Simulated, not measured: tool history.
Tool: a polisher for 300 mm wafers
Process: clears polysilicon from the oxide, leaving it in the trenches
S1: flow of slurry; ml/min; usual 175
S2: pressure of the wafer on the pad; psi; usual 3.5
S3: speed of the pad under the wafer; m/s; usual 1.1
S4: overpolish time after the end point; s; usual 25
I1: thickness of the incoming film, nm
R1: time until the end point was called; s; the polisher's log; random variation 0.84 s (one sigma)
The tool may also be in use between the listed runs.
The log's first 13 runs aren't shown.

| run | hour | S1 | S2 | S3 | S4 | I1 | R1 |
|---|---|---|---|---|---|---|---|
|  | 666.9 | head pressure recalibrated |
| 14 | 701.9 | 175 | 3.5 | 1.1 | 25 | 710.5 | 51.9 |
| 15 | 763.5 | 175 | 3.5 | 1.1 | 25 | 725.9 | 53.1 |
| 16 | 834.6 | 175 | 3.5 | 1.1 | 25 | 722.7 | 54.2 |
|  | 849 | slurry nozzle cleaned |
| 17 | 879.9 | 150 | 4.2 | 1.22 | 25 | 716.3 | 40.9 |
|  | 932 | worn pad replaced by a new one, of another model than before |
| 18 | 932.5 | 175 | 3.5 | 1.46 | 25 | 721.3 | 38.5 |
| 19 | 971.8 | 155 | 4.1 | 1.44 | 37 | 730.6 | 36.9 |
| 20 | 1022.2 | 125 | 3.1 | 1.28 | 25 | 723.7 | 61.3 |
| 21 | 1053.9 | 175 | 3.5 | 1.1 | 25 | 728.3 | 50.8 |
| 22 | 1086.8 | 175 | 2.5 | 1.1 | 25 | 720.2 | 76.9 |
| 23 | 1136.4 | 175 | 3.5 | 1.2 | 12 | 724.6 | 51.8 |
| 24 | 1196.9 | 160 | 3.8 | 1.1 | 25 | 718.1 | 52.3 |
| 25 | 1243.5 | 120 | 4 | 1.1 | 16 | 728.6 | 65.4 |
|  | 1257.5 | worn pad replaced by a new one |
| 26 | 1268.5 | 155 | 4.1 | 1.44 | 37 | 724.3 | 40.3 |
| 27 | 1315.7 | 205 | 4.4 | 1.34 | 37 | 712 | 35.8 |
| 28 | 1367.7 | 175 | 3.5 | 1.1 | 25 | 727.4 | 60 |
|  | 1381.7 | slurry nozzle cleaned |
| 29 | 1420.3 | 120 | 3.5 | 1.1 | 40 | 730.2 | 58 |
| 30 | 1451.2 | 175 | 3.5 | 1.1 | 25 | 724.5 | 50.1 |

Forecast run 31:
| 31 | 1510 | 115 | 3.5 | 1.26 | 25 | 723.6 | ? |

R1: 58.1 s
Without the tool's hidden state the same run would have given R1 47.7 s.
